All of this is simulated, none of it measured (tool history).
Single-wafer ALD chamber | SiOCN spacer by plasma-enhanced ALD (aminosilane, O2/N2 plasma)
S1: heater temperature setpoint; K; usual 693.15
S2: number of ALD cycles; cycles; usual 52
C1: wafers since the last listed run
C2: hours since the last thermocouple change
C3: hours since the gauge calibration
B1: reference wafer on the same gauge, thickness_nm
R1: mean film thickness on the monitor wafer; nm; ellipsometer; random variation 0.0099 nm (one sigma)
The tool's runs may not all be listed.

run 1 hour=0.0 | S1=693.15 S2=52 | C1=0 C2=1270.9 C3=1434.3 | B1=2.532 | R1=2.992
run 2 hour=48.6 | S1=693.15 S2=52 | C1=212 C2=1319.5 C3=1482.9 | B1=2.531 | R1=3.002
run 3 hour=79.2 | S1=693.15 S2=52 | C1=133 C2=1350.1 C3=1513.5 | B1=2.532 | R1=2.994
run 4 hour=149.6 | S1=693.15 S2=52 | C1=307 C2=1420.5 C3=1583.9 | B1=2.532 | R1=3.003
run 5 hour=214.7 | S1=693.15 S2=52 | C1=284 C2=1485.6 C3=1649.0 | B1=2.533 | R1=2.997
run 6 hour=287.2 | S1=693.15 S2=52 | C1=316 C2=1558.1 C3=1721.5 | B1=2.531 | R1=2.995
run 7 hour=355.2 | S1=693.15 S2=52 | C1=297 C2=1626.1 C3=1789.5 | B1=2.528 | R1=2.990
run 8 hour=386.5 | S1=693.15 S2=52 | C1=136 C2=1657.4 C3=1820.8 | B1=2.529 | R1=3.005
run 9 hour=426.6 | S1=693.15 S2=52 | C1=175 C2=1697.5 C3=1860.9 | B1=2.530 | R1=3.003
run 10 hour=496.0 | S1=693.15 S2=52 | C1=303 C2=1766.9 C3=1930.3 | B1=2.528 | R1=3.013
run 11 hour=565.0 | S1=693.15 S2=49 | C1=301 C2=1835.9 C3=1999.3 | B1=2.530 | R1=2.846
run 12 hour=634.8 | S1=693.15 S2=49 | C1=304 C2=1905.7 C3=2069.1 | B1=2.528 | R1=2.845
run 13 hour=688.3 | S1=693.15 S2=52 | C1=233 C2=1959.2 C3=2122.6 | B1=2.530 | R1=3.026
run 14 hour=747.9 | S1=693.15 S2=52 | C1=260 C2=2018.8 C3=2182.2 | B1=2.531 | R1=3.011
run 15 hour=779.9 | S1=693.15 S2=52 | C1=139 C2=2050.8 C3=2214.2 | B1=2.529 | R1=3.019
run 16 hour=813.6 | S1=702.15 S2=52 | C1=147 C2=2084.5 C3=2247.9 | B1=2.527 | R1=2.948
-- hour=834.7 gauge calibrated
run 17 hour=857.5 | S1=702.15 S2=52 | C1=191 C2=2128.4 C3=22.8 | B1=2.529 | R1=2.946
run 18 hour=896.8 | S1=693.15 S2=52 | C1=171 C2=2167.7 C3=62.1 | B1=2.529 | R1=3.032
-- hour=945.2 thermocouple changed; heater temperature recalibrated
run 19 hour=953.0 | S1=693.15 S2=52 | C1=210 C2=7.8 C3=118.3 | B1=2.530 | R1=2.954
run 20 hour=1021.2 | S1=693.15 S2=54 | C1=297 C2=76.0 C3=186.5 | B1=2.532 | R1=3.081
run 21 hour=1082.4 | S1=693.15 S2=54 | C1=267 C2=137.2 C3=247.7 | B1=2.531 | R1=3.085
run 22 hour=1125.8 | S1=693.15 S2=52 | C1=189 C2=180.6 C3=291.1 | B1=2.530 | R1=2.954
run 23 hour=1181.6 | S1=693.15 S2=52 | C1=243 C2=236.4 C3=346.9 | B1=2.532 | R1=2.967
run 24 hour=1216.7 | S1=688.15 S2=48 | C1=153 C2=271.5 C3=382.0 | B1=2.531 | R1=2.780
run 25 hour=1269.5 | S1=693.15 S2=52 | C1=230 C2=324.3 C3=434.8 | B1=2.531 | R1=2.962
run 26 hour=1303.9 | S1=703.15 S2=42 | C1=150 C2=358.7 C3=469.2 | B1=2.530 | R1=2.314
run 27 hour=1370.3 | S1=702.15 S2=48 | C1=290 C2=425.1 C3=535.6 | B1=2.530 | R1=2.666
run 28 hour=1440.9 | S1=693.15 S2=52 | C1=308 C2=495.7 C3=606.2 | B1=2.530 | R1=2.971
run 29 hour=1487.9 | S1=685.15 S2=57 | C1=205 C2=542.7 C3=653.2 | B1=2.531 | R1=3.331
run 30 hour=1525.9 | S1=687.15 S2=52 | C1=166 C2=580.7 C3=691.2 | B1=2.530 | R1=3.024
run 31 hour=1560.7 | S1=680.15 S2=52 | C1=152 C2=615.5 C3=726.0 | B1=2.530 | R1=3.071
run 32 hour=1609.9 | S1=702.15 S2=48 | C1=214 C2=664.7 C3=775.2 | B1=2.533 | R1=2.686
run 33 hour=1665.1 | S1=693.15 S2=52 | C1=241 C2=719.9 C3=830.4 | B1=2.529 | R1=2.948
run 34 hour=1693.5 | S1=693.15 S2=57 | C1=124 C2=748.3 C3=858.8 | B1=2.531 | R1=3.262
run 35 hour=1760.1 | S1=693.15 S2=54 | C1=290 C2=814.9 C3=925.4 | B1=2.530 | R1=3.076
run 36 hour=1786.9 | S1=693.15 S2=52 | C1=117 C2=841.7 C3=952.2 | B1=2.531 | R1=2.955
run 37 hour=1836.7 | S1=706.15 S2=46 | C1=217 C2=891.5 C3=1002.0 | B1=2.532 | R1=2.537
run 38 hour=1894.6 | S1=700.15 S2=49 | C1=252 C2=949.4 C3=1059.9 | B1=2.532 | R1=2.745
run 39 hour=1919.2 | S1=693.15 S2=46 | C1=107 C2=974.0 C3=1084.5 | B1=2.531 | R1=2.632
run 40 hour=1962.8 | S1=682.15 S2=46 | C1=190 C2=1017.6 C3=1128.1 | B1=2.532 | R1=2.710
run 41 hour=2147.7 | S1=699.15 S2=47 | C1=807 C2=1202.5 C3=1313.0 | B1=2.531 | R1=2.655
run 42 hour=2187.2 | S1=701.15 S2=46 | C1=172 C2=1242.0 C3=1352.5 | B1=2.530 | R1=2.583
run 43 hour=2228.8 | S1=682.15 S2=60 | C1=181 C2=1283.6 C3=1394.1 | B1=2.531 | R1=3.556
run 44 hour=2264.1 | S1=707.15 S2=46 | C1=154 C2=1318.9 C3=1429.4 | B1=2.530 | R1=2.532

3 ways to go on from here, each from the tool as it stands after run 44. What would each give?
run A hour=2264.6 | S1=693.15 S2=52 | C1=2 C2=1319.4 C3=1429.9 | B1=? | R1=?
run B hour=2264.6 | S1=707.15 S2=55 | C1=2 C2=1319.4 C3=1429.9 | B1=? | R1=?
run C hour=2264.6 | S1=693.15 S2=44 | C1=2 C2=1319.4 C3=1429.9 | B1=? | R1=?

run=A B1=2.531 R1=2.995
run=B B1=2.531 R1=3.044
run=C B1=2.531 R1=2.535
Without the tool's hidden state the same runs would have given:
run=A R1=2.979
run=B R1=3.027
run=C R1=2.520

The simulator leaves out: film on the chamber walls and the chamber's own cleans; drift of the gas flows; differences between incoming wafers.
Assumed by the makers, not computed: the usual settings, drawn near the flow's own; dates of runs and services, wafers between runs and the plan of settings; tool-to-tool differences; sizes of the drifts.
